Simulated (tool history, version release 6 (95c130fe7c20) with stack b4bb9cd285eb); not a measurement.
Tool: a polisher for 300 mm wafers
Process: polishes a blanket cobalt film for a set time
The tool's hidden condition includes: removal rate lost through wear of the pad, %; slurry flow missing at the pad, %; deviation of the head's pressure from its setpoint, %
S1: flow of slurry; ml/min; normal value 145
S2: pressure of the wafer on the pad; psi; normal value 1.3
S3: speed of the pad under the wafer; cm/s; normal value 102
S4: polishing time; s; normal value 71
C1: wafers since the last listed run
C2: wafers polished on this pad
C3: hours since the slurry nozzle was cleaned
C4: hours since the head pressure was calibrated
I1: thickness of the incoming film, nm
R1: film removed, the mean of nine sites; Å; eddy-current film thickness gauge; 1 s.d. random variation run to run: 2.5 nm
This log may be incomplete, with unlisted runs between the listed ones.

run	hour	S1	S2	S3	S4	C1	C2	C3	C4	I1	R1
1	0	145	1.3	102	71	0	969	665.1	476.1	1046.7	1895
# hour 9.6: worn pad replaced by a new one
2	15.2	145	1.3	102	71	175	88	680.3	491.3	1064.5	1853
3	25.7	145	1.3	102	52	164	253	690.8	501.8	1060	1375
4	34.5	145	1	102	71	138	391	699.6	510.6	1052.1	1468
5	50.9	145	1	102	71	257	648	716	527	1043.8	1471
6	62.8	145	1.3	102	71	186	835	727.9	538.9	1063.4	1830
# hour 78.8: worn pad replaced by a new one
7	79.3	145	1.3	102	71	196	8	744.4	555.4	1082.3	1876
8	90.2	145	1.3	102	71	171	179	755.3	566.3	1071.6	1822
9	104.6	145	1.3	102	71	226	405	769.7	580.7	1070.8	1851
10	112.9	145	1.3	102	71	130	535	778	589	1063.9	1790
11	126.5	145	1.3	102	71	213	749	791.6	602.6	1063.9	1776
12	135.6	145	1.3	102	71	142	892	800.7	611.7	1062.9	1819
13	152	145	1.3	102	71	257	1149	817.1	628.1	1051.4	1843
# hour 160: worn pad replaced by a new one
14	160.4	145	1.3	94	85	69	6	825.5	636.5	1067.7	1983
15	167.1	145	1.3	94	85	105	111	832.2	643.2	1064.9	1983
16	202.6	145	1.3	94	85	557	668	867.7	678.7	1044.9	1933
17	210.4	115	1.3	102	71	122	791	875.5	686.5	1068.6	1733
# hour 219.4: slurry nozzle cleaned
18	221	105	1.6	102	71	150	942	1.6	697.1	1054.5	2028
19	228.3	120	1.3	128	71	114	1056	8.9	704.4	1055.5	2098
# hour 232.5: worn pad replaced by a new one
# hour 237.3: head pressure recalibrated
20	237.8	145	1.3	102	71	54	51	18.4	0.5	1069.8	1981
21	246.6	145	1.3	102	71	138	189	27.2	9.3	1060.5	1972
22	277.9	145	1.5	130	62	491	681	58.5	40.6	1065.9	2500
23	291.7	145	1.3	102	71	216	897	72.3	54.4	1058.4	2035
24	306	170	1.5	78	50	224	1122	86.6	68.7	1073.5	1227
# hour 315.3: worn pad replaced by a new one
25	315.8	145	1.3	102	71	91	8	96.4	78.5	1052.1	1942
26	321.1	125	1.3	102	85	83	91	101.7	83.8	1054.1	2319
27	335.1	145	1.3	102	71	219	311	115.7	97.8	1058.7	1986
28	349.1	145	1.3	132	71	219	531	129.7	111.8	1055.3	2542
29	365	125	1.4	86	94	249	780	145.6	127.7	1061.8	2318
30	373.3	195	1.2	126	96	130	911	153.9	136	1082.8	3218
31	387.7	145	1.3	102	71	226	1137	168.3	150.4	1073	1960
# hour 399.5: worn pad replaced by a new one
32	400	145	1.3	102	71	130	8	180.6	162.7	1079.6	1993

Forecast each of these 3 alternatives for the next run:
A	400.4	145	1.3	102	57	6	14	181	163.1	1045.2	?
B	400.4	175	1.3	118	71	6	14	181	163.1	1045.2	?
C	400.4	145	1.3	74	71	6	14	181	163.1	1045.2	?

run	R1
A	1568
B	2305
C	1417
Without the tool's hidden state the same runs would have given:
run	R1
A	1566
B	2302
C	1415
